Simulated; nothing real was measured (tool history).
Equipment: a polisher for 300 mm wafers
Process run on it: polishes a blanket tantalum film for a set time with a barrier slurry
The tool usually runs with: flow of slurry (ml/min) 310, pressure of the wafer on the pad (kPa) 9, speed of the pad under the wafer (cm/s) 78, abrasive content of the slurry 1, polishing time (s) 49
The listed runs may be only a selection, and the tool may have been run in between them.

run,hour,flow of slurry (ml/min),pressure of the wafer on the pad (kPa),speed of the pad under the wafer (cm/s),abrasive content of the slurry,polishing time (s),wafers since the last listed run,wafers polished on this pad,hours since the slurry nozzle was cleaned,hours since the head pressure was calibrated,hours since the slurry blender was calibrated,"incoming thickness of the incoming film, nm",film removed (Å)
1,0,310,11.7,78,1,49,0,2975,720.2,878.9,339.5,222.8,424
# hour 43.3: slurry nozzle cleaned
# hour 87.3: slurry blender recalibrated
2,105.7,310,11.7,78,1,49,1444,4420,62.4,984.6,18.4,217.8,473
# hour 124.8: worn pad replaced by a new one
3,198.5,310,11.7,78,1,49,1248,1037,155.2,1077.4,111.2,217.8,463
# hour 205.5: head pressure recalibrated
4,292.9,310,9,78,1,49,1299,2336,249.6,87.4,205.6,223,354
5,329.4,310,9,78,1,49,513,2849,286.1,123.9,242.1,219.6,344
6,392.8,310,9,78,1,49,891,3741,349.5,187.3,305.5,218.7,335
7,456.9,310,9,78,1,49,901,4643,413.6,251.4,369.6,220.6,336
# hour 468: slurry blender recalibrated
# hour 489: worn pad replaced by a new one
8,506.3,310,9,78,1.05,49,610,243,463,300.8,38.3,217.9,371
9,589.7,310,9,78,1.05,49,1172,1416,546.4,384.2,121.7,218.3,367
10,695.9,310,9,78,1.05,49,1493,2909,652.6,490.4,227.9,218.6,345
# hour 731.1: slurry nozzle cleaned
11,761,310,9,78,1,49,901,3811,29.9,555.5,293,219.1,329
12,819.3,310,9,78,1,49,819,4631,88.2,613.8,351.3,216,328
# hour 853.4: slurry blender recalibrated
# hour 897.6: worn pad replaced by a new one
13,912.2,310,6.9,64,1,49,1222,205,181.1,706.7,58.8,220.4,258
14,973.2,310,6.9,64,1,49,857,1063,242.1,767.7,119.8,222.9,246
15,1013.1,310,9,64,1,49,561,1624,282,807.6,159.7,223.2,319
16,1102.2,310,9,78,1.05,49,1253,2877,371.1,896.7,248.8,218.6,356
17,1140,310,9,78,1,49,531,3409,408.9,934.5,286.6,220.9,332
18,1196.7,405,9,78,1,49,797,4206,465.6,991.2,343.3,224.4,353
19,1273.7,310,9,78,1.05,49,1082,5289,542.6,1068.2,420.3,221.6,335
# hour 1297.4: slurry blender recalibrated
# hour 1315.5: worn pad replaced by a new one
20,1325.6,310,9,68,0.75,49,645,142,594.5,1120.1,28.2,220.1,315
21,1386.9,220,6.9,92,1.1,49,862,1004,655.8,1181.4,89.5,222.5,304
22,1459.9,310,6.2,78,1,57,1026,2030,728.8,1254.4,162.5,219.9,284
# hour 1479.9: head pressure recalibrated
# hour 1489.5: slurry nozzle cleaned
23,1556.4,310,9,78,1,39,1315,3345,66.9,76.5,259,216.4,271

Expected results for the next run?
24,1607.1,340,6.9,78,1,49,713,4058,117.6,127.2,309.7,216.6,?

Run 24 yielded film removed (Å) 266.
Take away the tool's hidden state, keep the run-to-run variation as it was, and the same run would have given film removed (Å) 298.
